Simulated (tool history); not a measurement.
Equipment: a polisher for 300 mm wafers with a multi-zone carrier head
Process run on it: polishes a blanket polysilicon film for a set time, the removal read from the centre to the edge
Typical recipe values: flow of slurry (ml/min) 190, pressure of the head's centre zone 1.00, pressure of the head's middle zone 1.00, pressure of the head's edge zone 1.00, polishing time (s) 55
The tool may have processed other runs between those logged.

| run | hour | flow of slurry (ml/min) | pressure of the head's centre zone | pressure of the head's middle zone | pressure of the head's edge zone | polishing time (s) | incoming thickness of the incoming film, nm | film removed at the wafer's centre (Å) | film removed at mid-radius (Å) | film removed at the wafer's edge (Å) |
|---|---|---|---|---|---|---|---|---|---|---|
| 1 | 0.0 | 190 | 1.00 | 1.00 | 1.00 | 55 | 1934.7 | 5571 | 5436 | 5532 |
|  | 7.7 | centre zone pressure recalibrated |
| 2 | 15.2 | 190 | 1.00 | 1.00 | 1.00 | 55 | 1955.7 | 5484 | 5344 | 5530 |
| 3 | 21.4 | 190 | 0.97 | 1.00 | 1.00 | 68 | 1933.4 | 6445 | 6697 | 6740 |
| 4 | 32.2 | 190 | 1.00 | 1.05 | 0.96 | 38 | 1974.5 | 3751 | 3819 | 3723 |
| 5 | 47.6 | 190 | 1.00 | 1.00 | 1.00 | 55 | 1942.1 | 5445 | 5207 | 5557 |
| 6 | 62.2 | 215 | 1.00 | 1.00 | 1.10 | 55 | 1918.0 | 5531 | 5376 | 5803 |
| 7 | 78.4 | 190 | 0.93 | 0.90 | 1.00 | 37 | 1933.7 | 3407 | 3225 | 3691 |
|  | 109.2 | slurry nozzle cleaned |
| 8 | 115.1 | 190 | 1.00 | 1.00 | 0.93 | 55 | 1969.3 | 5785 | 5740 | 5545 |
| 9 | 122.1 | 235 | 1.00 | 1.00 | 1.00 | 55 | 1949.7 | 5992 | 5845 | 5868 |
| 10 | 130.7 | 190 | 1.00 | 1.00 | 1.00 | 55 | 1953.8 | 5763 | 5633 | 5737 |
|  | 136.0 | worn pad replaced by a new one |
|  | 142.9 | edge zone pressure recalibrated |
|  | 146.4 | carrier head's membrane replaced by a new one |
| 11 | 146.9 | 190 | 0.94 | 1.00 | 1.00 | 55 | 1982.3 | 5369 | 5656 | 5656 |
| 12 | 156.2 | 190 | 1.11 | 1.09 | 0.92 | 65 | 1951.0 | 7551 | 7170 | 6482 |
| 13 | 171.1 | 155 | 0.90 | 1.00 | 1.00 | 55 | 1939.2 | 5028 | 5426 | 5496 |
| 14 | 188.3 | 190 | 1.00 | 1.00 | 1.00 | 55 | 1951.5 | 5648 | 5496 | 5631 |
| 15 | 197.0 | 190 | 0.91 | 1.11 | 1.00 | 38 | 1964.2 | 3546 | 4220 | 3938 |
| 16 | 212.3 | 155 | 0.90 | 1.00 | 1.00 | 55 | 1924.1 | 4929 | 5274 | 5487 |
| 17 | 220.7 | 170 | 1.00 | 1.00 | 1.00 | 45 | 1930.6 | 4528 | 4503 | 4541 |
| 18 | 231.5 | 190 | 1.00 | 1.00 | 1.00 | 55 | 1972.5 | 5534 | 5604 | 5662 |
| 19 | 248.3 | 190 | 0.91 | 1.00 | 0.96 | 42 | 1955.2 | 3948 | 4275 | 4242 |

For run 20, what comes out?
| 20 | 259.3 | 190 | 0.90 | 1.00 | 1.00 | 55 | 1946.8 | ? | ? | ? |

{"run 20": {"film removed at the wafer's centre (Å)": 5037, "film removed at mid-radius (Å)": 5525, "film removed at the wafer's edge (Å)": 5613}}
With the hidden condition absent and the run-to-run variation left alone, this run would have shown film removed at the wafer's centre (Å) 5215, film removed at mid-radius (Å) 5699, film removed at the wafer's edge (Å) 5741.
